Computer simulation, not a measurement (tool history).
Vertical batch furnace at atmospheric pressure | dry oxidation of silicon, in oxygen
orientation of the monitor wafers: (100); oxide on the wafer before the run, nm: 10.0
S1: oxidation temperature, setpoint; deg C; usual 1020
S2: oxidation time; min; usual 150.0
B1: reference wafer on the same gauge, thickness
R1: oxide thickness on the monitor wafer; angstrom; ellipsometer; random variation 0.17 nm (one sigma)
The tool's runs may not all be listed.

run	hour	S1	S2	B1	R1
1	0.0	1020	150.0	95.99	1162.9
2	26.5	1034	129.5	96.04	1188.8
3	117.9	1034	129.5	95.98	1192.0
4	134.8	1034	129.5	96.01	1193.0
5	147.2	1001	150.0	96.05	992.3
# hour 155.0: gauge calibrated
6	186.1	1001	150.0	96.05	992.7
# hour 215.0: thermocouples replaced and temperature profile calibrated
# hour 223.3: boat lift adjusted
7	223.8	1005	150.0	96.04	977.7
8	231.5	1034	129.5	95.99	1136.7
9	263.2	1020	150.0	95.99	1112.5
10	295.9	1020	150.0	95.99	1113.6
11	326.7	1001	190.5	95.96	1106.2
12	350.2	1038	128.0	96.05	1170.4
13	365.8	1036	183.0	96.02	1446.3
14	400.6	1031	80.0	96.01	813.8
# hour 406.3: gauge calibrated
15	429.5	1044	115.0	96.01	1143.4

5 ways to go on from here, each from the tool as it stands after run 15. What would each give?
A	436.7	1020	150.0	?	?
B	436.7	1007	83.0	?	?
C	436.7	1010	106.0	?	?
D	436.7	1037	123.5	?	?
E	436.7	1020	219.5	?	?

run	B1	R1
A	96.04	1113.8
B	96.04	671.7
C	96.04	810.0
D	96.04	1130.7
E	96.04	1431.7
Without the tool's hidden state the same runs would have given:
run	R1
A	1109.5
B	668.9
C	806.7
D	1126.5
E	1426.4
